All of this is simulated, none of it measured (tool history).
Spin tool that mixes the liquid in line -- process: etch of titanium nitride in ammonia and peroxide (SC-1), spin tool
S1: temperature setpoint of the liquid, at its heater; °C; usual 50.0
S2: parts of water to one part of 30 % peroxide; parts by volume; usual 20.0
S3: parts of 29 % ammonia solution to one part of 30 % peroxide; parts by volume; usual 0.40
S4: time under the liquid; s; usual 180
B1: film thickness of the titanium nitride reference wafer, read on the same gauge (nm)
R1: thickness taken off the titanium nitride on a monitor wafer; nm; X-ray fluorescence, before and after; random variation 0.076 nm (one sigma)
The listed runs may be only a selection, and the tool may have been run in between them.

run,hour,S1,S2,S3,S4,B1,R1
1,0.0,50.0,20.0,0.40,180,49.97,8.76
2,28.8,50.0,20.0,0.40,180,50.02,8.62
3,56.3,50.0,20.0,0.40,180,49.99,8.64
4,69.8,50.0,20.0,0.40,180,50.03,8.57
5,95.6,50.0,20.0,0.40,180,50.03,8.71
6,116.6,50.0,20.0,0.40,180,49.98,8.78
7,149.7,50.0,20.0,0.40,180,50.01,8.72
# hour 158.2: thermometer replaced
8,183.7,50.0,25.5,0.40,180,50.00,6.31
# hour 217.0: new drum of ammonia solution connected
# hour 225.6: heated supply line repaired
9,272.0,50.0,20.0,0.20,180,50.00,7.34
# hour 288.1: gauge calibrated
10,299.0,58.0,11.5,0.25,255,49.96,25.51
11,314.2,47.0,20.0,0.60,180,49.98,7.38
12,328.9,53.5,30.0,0.20,255,49.99,10.49
13,352.9,50.0,23.5,0.20,220,50.01,8.16
14,368.6,41.5,20.0,0.40,225,50.01,5.72
15,396.0,50.0,20.0,0.40,180,49.98,8.27
# hour 408.8: ammonia flow meter replaced
16,428.9,50.0,20.0,0.40,180,50.02,8.50
17,450.6,50.0,11.5,0.40,90,50.02,5.60
# hour 457.7: new drum of ammonia solution connected
18,483.2,50.0,27.5,0.40,260,49.98,10.12
19,511.8,50.0,20.0,0.55,130,49.97,6.38
20,536.5,47.0,14.5,0.30,75,50.01,3.25
21,566.2,50.0,20.0,0.40,180,50.00,8.43
22,588.0,44.0,25.0,0.40,180,50.02,4.79
23,605.8,50.0,10.0,0.40,250,50.01,16.93
24,632.0,50.0,20.0,0.40,180,49.99,8.37
# hour 653.7: new drum of ammonia solution connected
25,660.2,50.0,20.0,0.55,180,50.00,8.87

Forecast each of these 3 alternatives for the next run:
A,660.7,50.0,20.0,0.40,180,?,?
B,660.7,47.0,20.0,0.50,180,?,?
C,660.7,50.0,20.0,0.40,280,?,?

run,B1,R1
A,50.03,8.45
B,50.03,7.13
C,50.03,13.14
Without the tool's hidden state the same runs would have given:
run,R1
A,8.44
B,7.12
C,13.12
